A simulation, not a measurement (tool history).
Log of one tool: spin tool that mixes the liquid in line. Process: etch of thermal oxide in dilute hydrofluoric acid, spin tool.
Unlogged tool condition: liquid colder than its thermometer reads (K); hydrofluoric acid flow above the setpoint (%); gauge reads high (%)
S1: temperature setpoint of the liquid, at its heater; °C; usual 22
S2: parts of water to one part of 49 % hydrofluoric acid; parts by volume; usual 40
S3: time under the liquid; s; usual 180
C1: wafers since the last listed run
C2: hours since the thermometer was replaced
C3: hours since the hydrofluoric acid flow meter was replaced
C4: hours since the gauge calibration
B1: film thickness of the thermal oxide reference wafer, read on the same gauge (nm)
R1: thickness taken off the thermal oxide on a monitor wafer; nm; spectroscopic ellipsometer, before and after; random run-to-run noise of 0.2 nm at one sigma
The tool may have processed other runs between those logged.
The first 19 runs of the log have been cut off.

| run | hour | S1 | S2 | S3 | C1 | C2 | C3 | C4 | B1 | R1 |
|---|---|---|---|---|---|---|---|---|---|---|
| 20 | 1105.8 | 25 | 40 | 110 | 215 | 247.4 | 239.9 | 2199.6 | 140.06 | 17.05 |
|  | 1157.6 | gauge calibrated |
| 21 | 1161.3 | 22 | 40 | 180 | 350 | 302.9 | 295.4 | 3.7 | 140.02 | 24.88 |
| 22 | 1196.8 | 22 | 40 | 180 | 224 | 338.4 | 330.9 | 39.2 | 139.99 | 25.12 |
| 23 | 1258.5 | 25 | 30 | 180 | 390 | 400.1 | 392.6 | 100.9 | 139.98 | 38.42 |
| 24 | 1318.3 | 18 | 40 | 180 | 378 | 459.9 | 452.4 | 160.7 | 140.04 | 21.16 |
| 25 | 1388.1 | 26 | 40 | 270 | 441 | 529.7 | 522.2 | 230.5 | 140.01 | 45.41 |
| 26 | 1447.8 | 20 | 40 | 100 | 377 | 589.4 | 581.9 | 290.2 | 139.95 | 13.02 |
|  | 1460.3 | thermometer replaced |
| 27 | 1488.6 | 22 | 40 | 180 | 251 | 28.3 | 622.7 | 331 | 140.03 | 25.7 |
| 28 | 1554.5 | 18 | 30 | 80 | 416 | 94.2 | 688.6 | 396.9 | 139.97 | 13.13 |
| 29 | 1604.6 | 20 | 40 | 180 | 316 | 144.3 | 738.7 | 447 | 140.02 | 24.37 |
|  | 1663.5 | hydrofluoric acid flow meter replaced |
| 30 | 1754.7 | 22 | 50 | 245 | 942 | 294.4 | 91.2 | 597.1 | 140.02 | 25.63 |
| 31 | 1803.2 | 18 | 30 | 80 | 306 | 342.9 | 139.7 | 645.6 | 140 | 12.24 |
| 32 | 1857.5 | 26.5 | 45 | 240 | 343 | 397.2 | 194 | 699.9 | 140 | 34.02 |
| 33 | 1898.3 | 20.5 | 40 | 180 | 257 | 438 | 234.8 | 740.7 | 139.98 | 22.65 |
| 34 | 1939.2 | 22 | 40 | 90 | 258 | 478.9 | 275.7 | 781.6 | 139.98 | 12.27 |

Alternative continuations, all from the tool just after run 34; predict every row:
| A | 1939.7 | 22 | 40 | 180 | 3 | 479.4 | 276.2 | 782.1 | ? | ? |
| B | 1939.7 | 24.5 | 35 | 95 | 3 | 479.4 | 276.2 | 782.1 | ? | ? |
| C | 1939.7 | 22 | 40 | 265 | 3 | 479.4 | 276.2 | 782.1 | ? | ? |

| run | B1 | R1 |
|---|---|---|
| A | 140.02 | 24.56 |
| B | 140.02 | 16.56 |
| C | 140.02 | 36.16 |
Stripped of hidden state, with their random variation kept, the same runs would have yielded:
| run | R1 |
|---|---|
| A | 23.43 |
| B | 15.79 |
| C | 34.5 |

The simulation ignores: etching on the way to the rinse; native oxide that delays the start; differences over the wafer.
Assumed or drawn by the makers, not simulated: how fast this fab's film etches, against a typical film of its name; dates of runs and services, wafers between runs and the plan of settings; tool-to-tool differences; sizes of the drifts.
